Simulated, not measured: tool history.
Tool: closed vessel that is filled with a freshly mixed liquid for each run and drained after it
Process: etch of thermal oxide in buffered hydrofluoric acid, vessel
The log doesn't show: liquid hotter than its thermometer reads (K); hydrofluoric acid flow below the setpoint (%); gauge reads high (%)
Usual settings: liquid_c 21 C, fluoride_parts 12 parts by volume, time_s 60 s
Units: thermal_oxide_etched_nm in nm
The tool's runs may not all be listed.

run,hour,liquid_c,fluoride_parts,time_s,wafers since the last listed run,hours since the thermometer was replaced,hours since the hydrofluoric acid flow meter was replaced,hours since the gauge calibration,"read-back film thickness of the thermal oxide reference wafer, read on the same gauge (nm)",thermal_oxide_etched_nm
1,0,21,12,60,0,987.9,1588.1,84.5,120,54.04
2,9.2,21,12,60,1117,997.1,1597.3,93.7,120.05,54.05
# hour 10.6: gauge calibrated
3,26.5,21,12,60,2101,1014.4,1614.6,15.9,120.03,54.44
4,41.5,21,12,60,1822,1029.4,1629.6,30.9,120.02,54.39
5,49,21,12,60,911,1036.9,1637.1,38.4,120.01,54.43
6,58.7,21,12,60,1178,1046.6,1646.8,48.1,119.96,54.41
7,65,21,12,75,765,1052.9,1653.1,54.4,119.98,68.2
8,79.2,21,12,75,1725,1067.1,1667.3,68.6,120.01,68.12
9,92.9,17.5,9,60,1664,1080.8,1681,82.3,120.03,57.51
10,104.6,21,12,60,1421,1092.5,1692.7,94,120.05,55.22
# hour 108.8: hydrofluoric acid flow meter replaced
# hour 111.6: gauge calibrated
11,115.1,18.5,12,60,1154,1103,6.3,3.5,120,47.92
12,123.6,21,14,90,1032,1111.5,14.8,12,119.99,70.65
13,131.7,17,12,45,984,1119.6,22.9,20.1,119.97,33.37

The next listed run, before its measurement:
# hour 143.5: thermometer replaced
14,145.9,21,12,60,1603,2.4,37.1,34.3,?,?

Run 14 gave read-back film thickness of the thermal oxide reference wafer, read on the same gauge (nm) 120.02, thermal_oxide_etched_nm 47.87 nm.
Without the tool's hidden state the same run would have given thermal_oxide_etched_nm 47.18 nm.

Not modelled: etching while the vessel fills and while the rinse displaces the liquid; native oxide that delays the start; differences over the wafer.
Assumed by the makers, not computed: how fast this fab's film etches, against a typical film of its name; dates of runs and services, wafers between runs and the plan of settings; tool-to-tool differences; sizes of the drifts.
